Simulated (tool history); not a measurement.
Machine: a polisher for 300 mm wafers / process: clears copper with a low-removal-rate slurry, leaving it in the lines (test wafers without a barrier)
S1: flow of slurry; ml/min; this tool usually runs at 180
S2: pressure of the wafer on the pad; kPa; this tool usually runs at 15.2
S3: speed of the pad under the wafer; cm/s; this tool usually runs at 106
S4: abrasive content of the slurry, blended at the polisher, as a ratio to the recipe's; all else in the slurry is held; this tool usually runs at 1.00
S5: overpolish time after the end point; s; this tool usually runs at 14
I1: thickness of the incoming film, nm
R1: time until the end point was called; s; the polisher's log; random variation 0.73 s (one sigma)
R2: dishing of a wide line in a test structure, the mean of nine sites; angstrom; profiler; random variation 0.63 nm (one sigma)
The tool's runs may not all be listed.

run 1 day=0.000 | S1=180 S2=15.2 S3=106 S4=1.00 S5=14 | I1=213.4 | R1=82.2 R2=272
run 2 day=0.408 | S1=180 S2=15.2 S3=106 S4=1.00 S5=14 | I1=206.9 | R1=78.9 R2=274
run 3 day=1.083 | S1=160 S2=12.4 S3=106 S4=1.00 S5=14 | I1=207.8 | R1=95.7 R2=228
run 4 day=1.775 | S1=160 S2=12.4 S3=106 S4=1.00 S5=14 | I1=207.3 | R1=96.0 R2=225
run 5 day=2.175 | S1=160 S2=12.4 S3=106 S4=1.00 S5=14 | I1=211.7 | R1=98.9 R2=232
run 6 day=2.800 | S1=180 S2=16.5 S3=106 S4=1.00 S5=14 | I1=207.4 | R1=74.3 R2=290
run 7 day=3.425 | S1=180 S2=16.5 S3=106 S4=1.00 S5=14 | I1=211.4 | R1=74.6 R2=294
run 8 day=3.896 | S1=180 S2=16.5 S3=106 S4=1.00 S5=14 | I1=209.8 | R1=75.5 R2=294
run 9 day=4.158 | S1=180 S2=15.2 S3=106 S4=1.00 S5=14 | I1=210.7 | R1=80.8 R2=274
run 10 day=4.442 | S1=180 S2=15.2 S3=106 S4=1.00 S5=14 | I1=207.2 | R1=79.3 R2=265
run 11 day=5.054 | S1=180 S2=15.2 S3=106 S4=1.00 S5=14 | I1=213.3 | R1=82.2 R2=270
run 12 day=5.721 | S1=180 S2=15.2 S3=106 S4=1.00 S5=14 | I1=209.8 | R1=80.0 R2=274
run 13 day=5.983 | S1=165 S2=15.2 S3=144 S4=1.25 S5=11 | I1=208.4 | R1=56.5 R2=309
run 14 day=6.675 | S1=200 S2=15.2 S3=106 S4=1.25 S5=14 | I1=209.6 | R1=74.5 R2=301
run 15 day=7.346 | S1=180 S2=15.2 S3=106 S4=1.00 S5=14 | I1=210.7 | R1=81.5 R2=264
run 16 day=8.071 | S1=180 S2=15.2 S3=106 S4=0.80 S5=18 | I1=209.5 | R1=85.3 R2=319
run 17 day=8.621 | S1=180 S2=13.1 S3=106 S4=1.00 S5=14 | I1=207.2 | R1=90.2 R2=237
run 18 day=9.300 | S1=180 S2=15.2 S3=106 S4=1.00 S5=14 | I1=211.4 | R1=81.1 R2=266
run 19 day=9.958 | S1=180 S2=15.2 S3=106 S4=1.00 S5=14 | I1=212.1 | R1=82.4 R2=268
run 20 day=10.600 | S1=240 S2=15.2 S3=82 S4=1.00 S5=14 | I1=211.3 | R1=100.3 R2=219
run 21 day=10.879 | S1=180 S2=15.2 S3=106 S4=1.00 S5=20 | I1=210.7 | R1=81.7 R2=371
run 22 day=11.396 | S1=235 S2=15.2 S3=106 S4=1.10 S5=19 | I1=206.8 | R1=76.0 R2=384
run 23 day=11.775 | S1=180 S2=11.7 S3=106 S4=1.00 S5=14 | I1=212.8 | R1=102.1 R2=222
run 24 day=12.358 | S1=180 S2=11.7 S3=106 S4=1.00 S5=14 | I1=207.7 | R1=99.6 R2=221
run 25 day=13.062 | S1=235 S2=15.2 S3=106 S4=1.00 S5=14 | I1=209.5 | R1=78.6 R2=285
run 26 day=14.650 | S1=180 S2=15.2 S3=106 S4=1.00 S5=14 | I1=207.4 | R1=79.5 R2=273
run 27 day=15.171 | S1=180 S2=18.6 S3=106 S4=0.70 S5=9 | I1=211.2 | R1=74.1 R2=192
run 28 day=15.779 | S1=200 S2=15.2 S3=106 S4=1.25 S5=14 | I1=207.5 | R1=74.2 R2=287
run 29 day=16.246 | S1=180 S2=15.2 S3=126 S4=1.00 S5=14 | I1=208.8 | R1=68.6 R2=323
run 30 day=17.850 | S1=220 S2=15.2 S3=136 S4=1.00 S5=11 | I1=210.1 | R1=61.2 R2=277

The log once held 6 entries between its listed runs, left out of this copy. Where does each go, and what is different about the tool's unlogged condition between the listed run before it and the listed run after it?
In the gap between runs 3 and 4: worn pad replaced by a new one (day 1.258)
  no hidden state differs between the two runs
In the gap between runs 13 and 14: worn pad replaced by a new one (day 6.304)
  no hidden state differs between the two runs
In the gap between runs 16 and 17: head pressure recalibrated (day 8.212)
  no hidden state differs between the two runs
In the gap between runs 17 and 18: slurry blender recalibrated (day 9.075)
  no hidden state differs between the two runs
In the gap between runs 23 and 24: slurry nozzle cleaned (day 12.054); worn pad replaced by a new one (day 12.338)
  no hidden state differs between the two runs

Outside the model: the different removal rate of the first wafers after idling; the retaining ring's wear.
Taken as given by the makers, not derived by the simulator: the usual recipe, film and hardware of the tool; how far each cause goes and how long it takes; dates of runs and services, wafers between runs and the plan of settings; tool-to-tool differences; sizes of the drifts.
